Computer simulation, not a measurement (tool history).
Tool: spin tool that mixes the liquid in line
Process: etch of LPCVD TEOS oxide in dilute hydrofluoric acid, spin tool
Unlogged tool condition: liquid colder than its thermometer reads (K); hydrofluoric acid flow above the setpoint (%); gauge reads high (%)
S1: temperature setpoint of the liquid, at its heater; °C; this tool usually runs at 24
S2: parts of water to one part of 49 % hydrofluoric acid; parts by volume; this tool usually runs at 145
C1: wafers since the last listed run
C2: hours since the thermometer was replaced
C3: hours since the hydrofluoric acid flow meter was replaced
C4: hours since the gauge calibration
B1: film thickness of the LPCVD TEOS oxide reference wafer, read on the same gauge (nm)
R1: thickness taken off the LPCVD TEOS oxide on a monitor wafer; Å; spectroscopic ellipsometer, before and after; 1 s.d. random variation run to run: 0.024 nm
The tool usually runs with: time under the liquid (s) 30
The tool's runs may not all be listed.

run 1 day=0 | S1=24 S2=145 time_under_the_liquid_(s)=30 | C1=0 C2=2145.1 C3=1765.5 C4=76.5 | B1=29.99 | R1=61.8
run 2 day=0.371 | S1=24 S2=145 time_under_the_liquid_(s)=30 | C1=122 C2=2154 C3=1774.4 C4=85.4 | B1=30.01 | R1=61.5
run 3 day=0.733 | S1=28 S2=145 time_under_the_liquid_(s)=30 | C1=119 C2=2162.7 C3=1783.1 C4=94.1 | B1=29.98 | R1=72.5
run 4 day=1.092 | S1=24 S2=145 time_under_the_liquid_(s)=30 | C1=117 C2=2171.3 C3=1791.7 C4=102.7 | B1=29.98 | R1=61.7
run 5 day=1.742 | S1=24 S2=120 time_under_the_liquid_(s)=30 | C1=213 C2=2186.9 C3=1807.3 C4=118.3 | B1=30 | R1=76.7
run 6 day=1.992 | S1=27.5 S2=145 time_under_the_liquid_(s)=30 | C1=82 C2=2192.9 C3=1813.3 C4=124.3 | B1=30.03 | R1=70.9
run 7 day=2.496 | S1=27.5 S2=145 time_under_the_liquid_(s)=30 | C1=165 C2=2205 C3=1825.4 C4=136.4 | B1=30.02 | R1=71.3
run 8 day=3.017 | S1=27.5 S2=145 time_under_the_liquid_(s)=30 | C1=171 C2=2217.5 C3=1837.9 C4=148.9 | B1=30 | R1=70.6
run 9 day=3.654 | S1=26.5 S2=190 time_under_the_liquid_(s)=30 | C1=209 C2=2232.8 C3=1853.2 C4=164.2 | B1=30.02 | R1=50
run 10 day=4.271 | S1=24 S2=145 time_under_the_liquid_(s)=30 | C1=202 C2=2247.6 C3=1868 C4=179 | B1=30 | R1=62.3
run 11 day=4.783 | S1=24 S2=145 time_under_the_liquid_(s)=30 | C1=168 C2=2259.9 C3=1880.3 C4=191.3 | B1=29.96 | R1=61.7
run 12 day=5.35 | S1=24 S2=145 time_under_the_liquid_(s)=30 | C1=186 C2=2273.5 C3=1893.9 C4=204.9 | B1=30.04 | R1=61.7
run 13 day=5.821 | S1=24 S2=145 time_under_the_liquid_(s)=25 | C1=154 C2=2284.8 C3=1905.2 C4=216.2 | B1=30.04 | R1=51.6
run 14 day=6.458 | S1=24 S2=145 time_under_the_liquid_(s)=25 | C1=209 C2=2300.1 C3=1920.5 C4=231.5 | B1=30.02 | R1=51.6
run 15 day=7.133 | S1=24 S2=145 time_under_the_liquid_(s)=30 | C1=222 C2=2316.3 C3=1936.7 C4=247.7 | B1=29.99 | R1=61.6
run 16 day=7.488 | S1=24 S2=80 time_under_the_liquid_(s)=30 | C1=116 C2=2324.8 C3=1945.2 C4=256.2 | B1=30.03 | R1=119.9
run 17 day=7.779 | S1=24 S2=145 time_under_the_liquid_(s)=30 | C1=95 C2=2331.8 C3=1952.2 C4=263.2 | B1=30 | R1=62
run 18 day=8.517 | S1=24 S2=170 time_under_the_liquid_(s)=40 | C1=242 C2=2349.5 C3=1969.9 C4=280.9 | B1=29.98 | R1=69.3
run 19 day=9.1 | S1=22 S2=90 time_under_the_liquid_(s)=45 | C1=191 C2=2363.5 C3=1983.9 C4=294.9 | B1=30.04 | R1=146
run 20 day=9.462 | S1=24 S2=145 time_under_the_liquid_(s)=30 | C1=119 C2=2372.2 C3=1992.6 C4=303.6 | B1=30.02 | R1=62
run 21 day=9.867 | S1=24 S2=190 time_under_the_liquid_(s)=30 | C1=133 C2=2381.9 C3=2002.3 C4=313.3 | B1=30 | R1=45.4
run 22 day=10.246 | S1=26 S2=145 time_under_the_liquid_(s)=30 | C1=124 C2=2391 C3=2011.4 C4=322.4 | B1=30.03 | R1=67
run 23 day=11.742 | S1=20 S2=185 time_under_the_liquid_(s)=45 | C1=492 C2=2426.9 C3=2047.3 C4=358.3 | B1=30.04 | R1=59.8
-- day=11.988 gauge calibrated
run 24 day=12.338 | S1=24 S2=190 time_under_the_liquid_(s)=30 | C1=196 C2=2441.2 C3=2061.6 C4=8.4 | B1=30.06 | R1=45.4
-- day=12.517 hydrofluoric acid flow meter replaced
run 25 day=12.829 | S1=22 S2=125 time_under_the_liquid_(s)=30 | C1=148 C2=2453 C3=7.5 C4=20.2 | B1=30.01 | R1=60.1
-- day=13.3 thermometer replaced
run 26 day=14.883 | S1=24 S2=145 time_under_the_liquid_(s)=30 | C1=662 C2=38 C3=56.8 C4=69.5 | B1=29.95 | R1=61
run 27 day=15.492 | S1=29 S2=145 time_under_the_liquid_(s)=50 | C1=200 C2=52.6 C3=71.4 C4=84.1 | B1=29.98 | R1=122.2
run 28 day=16.188 | S1=24 S2=145 time_under_the_liquid_(s)=30 | C1=229 C2=69.3 C3=88.1 C4=100.8 | B1=29.99 | R1=60.9
run 29 day=16.796 | S1=21.5 S2=125 time_under_the_liquid_(s)=35 | C1=200 C2=83.9 C3=102.7 C4=115.4 | B1=30.02 | R1=76
run 30 day=17.258 | S1=24 S2=145 time_under_the_liquid_(s)=30 | C1=152 C2=95 C3=113.8 C4=126.5 | B1=29.97 | R1=60.8
run 31 day=18.471 | S1=19.5 S2=145 time_under_the_liquid_(s)=30 | C1=399 C2=124.1 C3=142.9 C4=155.6 | B1=30 | R1=50.8
run 32 day=18.883 | S1=28 S2=145 time_under_the_liquid_(s)=45 | C1=135 C2=134 C3=152.8 C4=165.5 | B1=30.02 | R1=105.9
run 33 day=19.621 | S1=27 S2=170 time_under_the_liquid_(s)=20 | C1=242 C2=151.7 C3=170.5 C4=183.2 | B1=30.03 | R1=37.8

4 ways to go on from here, each from the tool as it stands after run 33. What would each give?
run A day=19.638 | S1=24 S2=145 time_under_the_liquid_(s)=30 | C1=5 C2=152.1 C3=170.9 C4=183.6 | B1=? | R1=?
run B day=19.638 | S1=24 S2=180 time_under_the_liquid_(s)=30 | C1=5 C2=152.1 C3=170.9 C4=183.6 | B1=? | R1=?
run C day=19.638 | S1=20 S2=185 time_under_the_liquid_(s)=35 | C1=5 C2=152.1 C3=170.9 C4=183.6 | B1=? | R1=?
run D day=19.638 | S1=27 S2=90 time_under_the_liquid_(s)=30 | C1=5 C2=152.1 C3=170.9 C4=183.6 | B1=? | R1=?

run=A B1=30 R1=60.7
run=B B1=30 R1=47
run=C B1=30 R1=45.5
run=D B1=30 R1=117.3
Without the tool's hidden state the same runs would have given:
run=A R1=60.7
run=B R1=47
run=C R1=45.6
run=D R1=117.5
